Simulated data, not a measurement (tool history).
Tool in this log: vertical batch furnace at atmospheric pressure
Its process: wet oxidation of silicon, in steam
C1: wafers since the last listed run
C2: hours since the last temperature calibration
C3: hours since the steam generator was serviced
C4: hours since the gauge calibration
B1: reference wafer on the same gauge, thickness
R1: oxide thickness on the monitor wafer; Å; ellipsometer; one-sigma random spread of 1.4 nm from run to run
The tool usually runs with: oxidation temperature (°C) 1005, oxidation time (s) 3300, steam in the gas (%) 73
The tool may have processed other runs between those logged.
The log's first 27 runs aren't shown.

-- hour=714.0 gauge calibrated
run 28 hour=757.0 | oxidation_temperature_(°C)=1005 oxidation_time_(s)=3300 steam_in_the_gas_(%)=79 | C1=1264 C2=433.4 C3=405.8 C4=43.0 | B1=334.38 | R1=4324.0
run 29 hour=801.3 | oxidation_temperature_(°C)=1005 oxidation_time_(s)=3300 steam_in_the_gas_(%)=68 | C1=659 C2=477.7 C3=450.1 C4=87.3 | B1=333.62 | R1=3912.5
run 30 hour=819.4 | oxidation_temperature_(°C)=1005 oxidation_time_(s)=3300 steam_in_the_gas_(%)=73 | C1=269 C2=495.8 C3=468.2 C4=105.4 | B1=334.14 | R1=4076.4
run 31 hour=837.4 | oxidation_temperature_(°C)=1011 oxidation_time_(s)=4260 steam_in_the_gas_(%)=80 | C1=268 C2=513.8 C3=486.2 C4=123.4 | B1=333.98 | R1=5233.9
run 32 hour=854.7 | oxidation_temperature_(°C)=983 oxidation_time_(s)=3300 steam_in_the_gas_(%)=73 | C1=257 C2=531.1 C3=503.5 C4=140.7 | B1=333.87 | R1=3574.4
run 33 hour=883.9 | oxidation_temperature_(°C)=989 oxidation_time_(s)=4650 steam_in_the_gas_(%)=65 | C1=434 C2=560.3 C3=532.7 C4=169.9 | B1=333.74 | R1=4278.2
run 34 hour=913.5 | oxidation_temperature_(°C)=1026 oxidation_time_(s)=3300 steam_in_the_gas_(%)=83 | C1=440 C2=589.9 C3=562.3 C4=199.5 | B1=333.67 | R1=4956.7
run 35 hour=929.0 | oxidation_temperature_(°C)=991 oxidation_time_(s)=4650 steam_in_the_gas_(%)=73 | C1=230 C2=605.4 C3=577.8 C4=215.0 | B1=333.90 | R1=4661.8
run 36 hour=953.6 | oxidation_temperature_(°C)=1005 oxidation_time_(s)=3300 steam_in_the_gas_(%)=73 | C1=366 C2=630.0 C3=602.4 C4=239.6 | B1=333.80 | R1=4112.6
run 37 hour=976.2 | oxidation_temperature_(°C)=1005 oxidation_time_(s)=3300 steam_in_the_gas_(%)=65 | C1=336 C2=652.6 C3=625.0 C4=262.2 | B1=334.21 | R1=3807.7
run 38 hour=994.1 | oxidation_temperature_(°C)=1021 oxidation_time_(s)=3300 steam_in_the_gas_(%)=73 | C1=266 C2=670.5 C3=642.9 C4=280.1 | B1=333.67 | R1=4477.8
run 39 hour=1029.8 | oxidation_temperature_(°C)=1021 oxidation_time_(s)=2760 steam_in_the_gas_(%)=62 | C1=531 C2=706.2 C3=678.6 C4=315.8 | B1=333.91 | R1=3626.6

Forecast each of these 3 alternatives for the next run:
run A hour=1034.3 | oxidation_temperature_(°C)=1005 oxidation_time_(s)=2580 steam_in_the_gas_(%)=73 | C1=67 C2=710.7 C3=683.1 C4=320.3 | B1=? | R1=?
run B hour=1034.3 | oxidation_temperature_(°C)=990 oxidation_time_(s)=1980 steam_in_the_gas_(%)=73 | C1=67 C2=710.7 C3=683.1 C4=320.3 | B1=? | R1=?
run C hour=1034.3 | oxidation_temperature_(°C)=1005 oxidation_time_(s)=3930 steam_in_the_gas_(%)=82 | C1=67 C2=710.7 C3=683.1 C4=320.3 | B1=? | R1=?

run=A B1=333.94 R1=3502.4
run=B B1=333.94 R1=2655.2
run=C B1=333.94 R1=4900.7
Without the tool's hidden state the same runs would have given:
run=A R1=3502.8
run=B R1=2651.9
run=C R1=4905.7

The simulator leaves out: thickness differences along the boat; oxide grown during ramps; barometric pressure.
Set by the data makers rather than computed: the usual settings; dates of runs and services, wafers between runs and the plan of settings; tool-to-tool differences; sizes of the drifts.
